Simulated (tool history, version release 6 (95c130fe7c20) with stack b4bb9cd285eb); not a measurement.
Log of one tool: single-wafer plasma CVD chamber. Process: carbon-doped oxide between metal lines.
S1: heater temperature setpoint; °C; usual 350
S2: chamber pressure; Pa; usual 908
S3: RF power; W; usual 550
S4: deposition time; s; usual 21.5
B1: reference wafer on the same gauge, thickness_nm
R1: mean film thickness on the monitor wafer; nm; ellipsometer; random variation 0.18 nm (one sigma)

run	hour	S1	S2	S3	S4	B1	R1
1	0	350	908	610	21.5	104.987	117.529
2	20	350	740	550	21.5	104.966	107.107
# hour 37.6: showerhead replaced
3	45.8	350	740	550	21.5	105.009	106.718
4	76.3	350	908	550	21.5	105.024	109.561
5	104.3	363	908	440	24.6	105.061	99.999
6	125.1	336	801	550	24.2	105.068	126.807
7	154.4	339	908	550	21.5	105.009	112.943
8	190.3	350	849	550	19.9	104.934	100.651
9	222.1	363	1075	550	21.5	104.987	106.476
10	251.7	350	720	585	19.8	105.055	102.643
11	280.6	350	908	630	21.5	105.042	120.463
# hour 308.8: thermocouple changed; heater temperature recalibrated
12	314.7	343	908	480	21.5	105.005	101.75
13	349.3	362	908	590	21.5	105.029	112.942
# hour 359.7: capacitance manometer re-zeroed and calibrated
14	372.1	350	701	550	21.5	105.065	107.907
15	404	350	908	550	21.5	104.978	110.916

Run 16 comes next. What will it give?
# hour 424.1: RF generator calibrated
16	425.7	359	908	460	21.5	?	?

B1: 105
R1: 95.029 nm
Without the tool's hidden state the same run would have given R1 95.382 nm.
